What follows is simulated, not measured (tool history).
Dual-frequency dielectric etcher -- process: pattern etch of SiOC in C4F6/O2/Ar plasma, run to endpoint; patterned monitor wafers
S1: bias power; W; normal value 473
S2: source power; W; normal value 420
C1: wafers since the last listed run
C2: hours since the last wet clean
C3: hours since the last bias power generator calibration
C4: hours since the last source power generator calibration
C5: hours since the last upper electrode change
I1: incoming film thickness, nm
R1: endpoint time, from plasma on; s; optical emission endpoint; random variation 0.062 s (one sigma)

run	hour	S1	S2	C1	C2	C3	C4	C5	I1	R1
1	0	473	420	0	178.5	2638.3	4011.3	5672.5	47.98	14.8
2	31	405	420	368	209.5	2669.3	4042.3	5703.5	47.93	15.5
3	100.8	405	420	830	279.3	2739.1	4112.1	5773.3	48	15.6
4	128.2	405	420	325	306.7	2766.5	4139.5	5800.7	48.08	15.6
5	177.6	473	420	587	356.1	2815.9	4188.9	5850.1	48.34	14.9
# hour 237.7: upper electrode replaced
# hour 237.8: source power generator calibrated
6	238.2	473	420	434	416.7	2876.5	0.4	0.5	47.77	14.8
7	264.3	473	420	310	442.8	2902.6	26.5	26.6	47.81	14.8
8	323.6	388	420	705	502.1	2961.9	85.8	85.9	47.63	15.7
# hour 370.6: wet clean of the chamber
9	378	473	420	361	7.4	3016.3	140.2	140.3	47.8	14.5
10	404.2	473	420	311	33.6	3042.5	166.4	166.5	47.62	14.5
# hour 445.7: bias power generator calibrated
11	461.1	572	480	629	90.5	15.4	223.3	223.4	47.65	13
12	492.7	505	370	375	122.1	47	254.9	255	47.72	14.8
13	526.2	423	420	398	155.6	80.5	288.4	288.5	48.16	15.4
14	581.1	473	420	653	210.5	135.4	343.3	343.4	47.59	14.7
15	605.9	372	340	295	235.3	160.2	368.1	368.2	47.71	16.9
16	630	573	370	286	259.4	184.3	392.2	392.3	47.85	14.4
17	676	473	420	547	305.4	230.3	438.2	438.3	48.38	15.1
18	729.2	428	470	632	358.6	283.5	491.4	491.5	47.92	14.9
19	759.8	516	500	364	389.2	314.1	522	522.1	47.75	13.6

Predict each of these 4 candidate next runs independently; none follows another, all start after run 19:
A	760.2	473	340	4	389.6	314.5	522.4	522.5	48.1	?
B	760.2	585	320	4	389.6	314.5	522.4	522.5	48.1	?
C	760.2	397	460	4	389.6	314.5	522.4	522.5	48.1	?
D	760.2	534	510	4	389.6	314.5	522.4	522.5	48.1	?

run	R1
A	16
B	15.1
C	15.4
D	13.5
Stripped of hidden state, with their random variation kept, the same runs would have yielded:
run	R1
A	15.7
B	14.8
C	15.1
D	13.2
